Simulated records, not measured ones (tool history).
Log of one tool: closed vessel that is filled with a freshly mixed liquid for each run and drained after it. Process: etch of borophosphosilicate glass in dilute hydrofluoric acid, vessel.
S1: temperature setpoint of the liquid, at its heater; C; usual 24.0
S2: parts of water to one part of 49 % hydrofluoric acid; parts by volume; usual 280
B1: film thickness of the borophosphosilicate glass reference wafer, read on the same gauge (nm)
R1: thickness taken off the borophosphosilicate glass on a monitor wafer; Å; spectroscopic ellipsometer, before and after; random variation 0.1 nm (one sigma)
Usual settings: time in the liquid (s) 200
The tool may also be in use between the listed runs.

Run 1, hour 0.0: usual settings; B1 39.73. Result: R1 301.3 Å.
Run 2, hour 183.1: usual settings; B1 39.51. Result: R1 300.5 Å.
Run 3, hour 236.7: usual settings but S2 230 parts by volume; B1 39.45. Result: R1 383.9 Å.
Run 4, hour 294.4: usual settings but S2 230 parts by volume; B1 39.43. Result: R1 381.5 Å.
At hour 313.1: hydrofluoric acid flow meter replaced.
Run 5, hour 365.2: usual settings but S2 230 parts by volume, time in the liquid (s) 150; B1 39.34. Result: R1 286.8 Å.
Run 6, hour 398.0: usual settings but S2 230 parts by volume, time in the liquid (s) 150; B1 39.20. Result: R1 286.5 Å.
Run 7, hour 433.6: usual settings but S2 230 parts by volume, time in the liquid (s) 150; B1 39.20. Result: R1 287.7 Å.
At hour 491.1: thermometer replaced.
Run 8, hour 535.4: usual settings; B1 39.05. Result: R1 295.7 Å.
At hour 630.2: gauge calibrated.
Run 9, hour 698.5: usual settings but S1 22.5 C, S2 420 parts by volume, time in the liquid (s) 145; B1 39.87. Result: R1 122.6 Å.
Run 10, hour 734.3: usual settings but S2 230 parts by volume; B1 39.80. Result: R1 385.9 Å.
Run 11, hour 778.1: usual settings but time in the liquid (s) 265; B1 39.75. Result: R1 400.5 Å.
Run 12, hour 846.2: usual settings but S1 27.5 C, S2 365 parts by volume, time in the liquid (s) 155; B1 39.60. Result: R1 185.1 Å.
Run 13, hour 918.5: usual settings but S1 22.5 C, S2 365 parts by volume, time in the liquid (s) 170; B1 39.61. Result: R1 172.0 Å.
Run 14, hour 945.2: usual settings; B1 39.53. Result: R1 299.8 Å.
At hour 954.5: hydrofluoric acid flow meter replaced.
Run 15, hour 993.5: usual settings but S2 230 parts by volume; B1 39.50. Result: R1 384.8 Å.
Run 16, hour 1039.5: usual settings but S1 25.5 C, S2 170 parts by volume, time in the liquid (s) 230; B1 39.44. Result: R1 673.5 Å.

Measured less the same run without the tool's hidden state. The same run-to-run variation is in both; the gauge's scatter may not be:
The hidden state here: liquid colder than its thermometer reads (K); hydrofluoric acid flow above the setpoint (%); gauge reads high (%).
run    R1
  1  -2.0
  2  -3.6
  3  -5.3
  4  -6.0
  5  -5.1
  6  -5.4
  7  -5.7
  8  -6.8
  9  -0.5
 10  -2.0
 11  -2.6
 12  -1.5
 13  -1.9
 14  -3.5
 15  -5.0
 16  -9.7
